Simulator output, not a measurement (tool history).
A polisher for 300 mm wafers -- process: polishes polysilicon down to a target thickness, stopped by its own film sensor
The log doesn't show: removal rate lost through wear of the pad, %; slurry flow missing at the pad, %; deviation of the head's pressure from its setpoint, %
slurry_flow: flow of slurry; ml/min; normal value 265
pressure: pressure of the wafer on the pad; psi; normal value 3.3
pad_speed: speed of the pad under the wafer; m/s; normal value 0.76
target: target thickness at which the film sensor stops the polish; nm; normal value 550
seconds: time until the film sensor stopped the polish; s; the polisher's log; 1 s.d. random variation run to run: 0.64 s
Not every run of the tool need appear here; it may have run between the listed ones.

| run | hour | slurry_flow | pressure | pad_speed | target | wafers since the last listed run | wafers polished on this pad | hours since the slurry nozzle was cleaned | hours since the head pressure was calibrated | incoming thickness of the incoming film, nm | seconds |
|---|---|---|---|---|---|---|---|---|---|---|---|
| 1 | 0 | 265 | 3.3 | 0.76 | 550 | 0 | 3970 | 26.4 | 116.9 | 1043.1 | 77.1 |
| 2 | 101.4 | 265 | 3.3 | 0.76 | 550 | 1156 | 5127 | 127.8 | 218.3 | 1065.9 | 81.4 |
|  | 153.4 | worn pad replaced by a new one |
| 3 | 192.8 | 265 | 3.3 | 0.76 | 550 | 996 | 448 | 219.2 | 309.7 | 1067 | 79.6 |
| 4 | 256 | 265 | 3.3 | 0.76 | 550 | 720 | 1169 | 282.4 | 372.9 | 1040.7 | 75.7 |
| 5 | 355.3 | 265 | 3.3 | 0.76 | 550 | 1132 | 2302 | 381.7 | 472.2 | 1040.3 | 79 |
|  | 406.5 | slurry nozzle cleaned |
| 6 | 425.1 | 265 | 2.7 | 0.76 | 550 | 784 | 3086 | 18.6 | 542 | 1047.4 | 91 |
| 7 | 496.7 | 265 | 2.7 | 0.76 | 550 | 816 | 3903 | 90.2 | 613.6 | 1045.7 | 92.6 |
| 8 | 598 | 265 | 2.7 | 0.76 | 550 | 1155 | 5058 | 191.5 | 714.9 | 1045.6 | 93.6 |
| 9 | 659.5 | 265 | 3.3 | 0.76 | 550 | 701 | 5760 | 253 | 776.4 | 1037.3 | 79.1 |
|  | 688.2 | worn pad replaced by a new one |
|  | 849.6 | slurry nozzle cleaned |
| 10 | 852.5 | 265 | 3.3 | 0.76 | 550 | 2144 | 1862 | 2.9 | 969.4 | 1036.2 | 73.9 |
| 11 | 909.8 | 265 | 3.3 | 0.76 | 550 | 653 | 2515 | 60.2 | 1026.7 | 1043.4 | 74.2 |
| 12 | 1016.8 | 265 | 3.3 | 0.76 | 550 | 1220 | 3736 | 167.2 | 1133.7 | 1068.2 | 81.2 |
|  | 1051.4 | head pressure recalibrated |
| 13 | 1115 | 265 | 3.3 | 0.54 | 412 | 1097 | 4833 | 265.4 | 63.6 | 1070.3 | 146.3 |
|  | 1137.2 | worn pad replaced by a new one |
| 14 | 1153.1 | 310 | 4.4 | 0.56 | 379 | 388 | 181 | 303.5 | 101.7 | 1054.4 | 106 |
| 15 | 1231.9 | 180 | 2.1 | 0.88 | 490 | 898 | 1079 | 382.3 | 180.5 | 1048.6 | 117.8 |
|  | 1412.6 | slurry nozzle cleaned |
| 16 | 1414.6 | 350 | 3.8 | 0.76 | 447 | 2072 | 3152 | 2 | 363.2 | 1038.1 | 78.2 |
| 17 | 1498.4 | 265 | 3.3 | 0.76 | 550 | 955 | 4108 | 85.8 | 447 | 1032.1 | 75.3 |
|  | 1651.5 | worn pad replaced by a new one |
| 18 | 1652 | 265 | 3.3 | 0.76 | 435 | 1706 | 6 | 239.4 | 600.6 | 1055 | 94.5 |
| 19 | 1723.6 | 235 | 2.4 | 0.76 | 550 | 816 | 822 | 311 | 672.2 | 1032.7 | 100.1 |
| 20 | 1821.6 | 225 | 3.3 | 0.76 | 424 | 1117 | 1940 | 409 | 770.2 | 1036.9 | 101.7 |
| 21 | 1909.6 | 265 | 3.3 | 0.76 | 550 | 1003 | 2944 | 497 | 858.2 | 1046.6 | 80.6 |
|  | 1938 | slurry nozzle cleaned |
| 22 | 2040.8 | 315 | 4.4 | 0.86 | 550 | 1484 | 4429 | 102.8 | 989.4 | 1040.5 | 52.6 |
| 23 | 2126.9 | 325 | 2.8 | 0.54 | 473 | 981 | 5410 | 188.9 | 1075.5 | 1044.4 | 139.6 |
|  | 2180.3 | worn pad replaced by a new one |
|  | 2301.4 | head pressure recalibrated |
| 24 | 2403.9 | 335 | 3.3 | 0.92 | 550 | 3090 | 2527 | 465.9 | 102.5 | 1038.2 | 64.1 |
| 25 | 2492.9 | 265 | 2.8 | 0.76 | 417 | 1015 | 3542 | 554.9 | 191.5 | 1037.4 | 119.3 |

What would each run have given without the hidden state, its run-to-run variation left as it was?
| run | seconds |
|---|---|
| 1 | 73.9 |
| 2 | 76.5 |
| 3 | 77.3 |
| 4 | 72.5 |
| 5 | 73.9 |
| 6 | 88.1 |
| 7 | 88.4 |
| 8 | 87.7 |
| 9 | 73.1 |
| 10 | 72.6 |
| 11 | 72.1 |
| 12 | 77.4 |
| 13 | 136.7 |
| 14 | 102.5 |
| 15 | 109.2 |
| 16 | 75.7 |
| 17 | 71.8 |
| 18 | 91.3 |
| 19 | 94.7 |
| 20 | 93.4 |
| 21 | 72.8 |
| 22 | 49.9 |
| 23 | 130.3 |
| 24 | 59.4 |
| 25 | 105.9 |

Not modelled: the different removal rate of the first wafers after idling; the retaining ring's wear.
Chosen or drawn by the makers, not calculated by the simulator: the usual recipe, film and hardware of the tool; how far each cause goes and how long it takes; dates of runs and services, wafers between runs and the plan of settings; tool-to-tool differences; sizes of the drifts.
